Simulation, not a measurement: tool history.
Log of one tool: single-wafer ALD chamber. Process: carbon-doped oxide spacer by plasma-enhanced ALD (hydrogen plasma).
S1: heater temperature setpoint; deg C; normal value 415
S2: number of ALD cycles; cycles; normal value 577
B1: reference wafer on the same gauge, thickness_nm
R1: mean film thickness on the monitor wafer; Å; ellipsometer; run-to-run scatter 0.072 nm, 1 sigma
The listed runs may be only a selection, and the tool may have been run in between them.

Run 1, hour 0: usual settings but S1 421 deg C, S2 547 cycles; B1 26.63. Result: R1 260.04 Å.
Run 2, hour 24.7: usual settings but S1 409 deg C; B1 26.591. Result: R1 287.17 Å.
Run 3, hour 66.3: usual settings but S1 409 deg C; B1 26.61. Result: R1 286.8 Å.
Run 4, hour 97.2: usual settings but S1 409 deg C; B1 26.605. Result: R1 287.45 Å.
Run 5, hour 144.7: usual settings; B1 26.608. Result: R1 282.01 Å.
Run 6, hour 172.4: usual settings; B1 26.598. Result: R1 282.29 Å.
Run 7, hour 200.4: usual settings; B1 26.599. Result: R1 282.33 Å.
Run 8, hour 254.4: usual settings but S2 488 cycles; B1 26.606. Result: R1 239.58 Å.
At hour 290.8: thermocouple changed; heater temperature recalibrated.
Run 9, hour 311.7: usual settings but S2 511 cycles; B1 26.595. Result: R1 245.33 Å.
Run 10, hour 380.7: usual settings but S1 425 deg C, S2 501 cycles; B1 26.614. Result: R1 231.41 Å.
At hour 397.9: gauge calibrated.
Run 11, hour 437.6: usual settings but S1 411 deg C, S2 633 cycles; B1 26.617. Result: R1 306.67 Å.
Run 12, hour 484.2: usual settings but S1 422 deg C, S2 495 cycles; B1 26.598. Result: R1 231.93 Å.
Run 13, hour 512.2: usual settings; B1 26.6. Result: R1 275.85 Å.
Run 14, hour 560.2: usual settings; B1 26.612. Result: R1 275.68 Å.
Run 15, hour 589.9: usual settings but S1 424 deg C, S2 628 cycles; B1 26.596. Result: R1 290.6 Å.
Run 16, hour 650.7: usual settings but S1 430 deg C, S2 505 cycles; B1 26.601. Result: R1 228.91 Å.

Consider 3 possible next runs. They are alternatives, not a sequence: every one starts from the tool as it was left by run 16. What does each give?
Run A, hour 652: usual settings; B1 ?. Result: R1 ?.
Run B, hour 652: usual settings but S1 420 deg C, S2 661 cycles; B1 ?. Result: R1 ?.
Run C, hour 652: usual settings but S1 425 deg C, S2 630 cycles; B1 ?. Result: R1 ?.

run      B1      R1
  A  26.607  276.63
  B  26.607  311.23
  C  26.607  291.22
What these runs would have given with no unlogged condition in the tool:
run      R1
  A  276.56
  B  311.15
  C  291.15
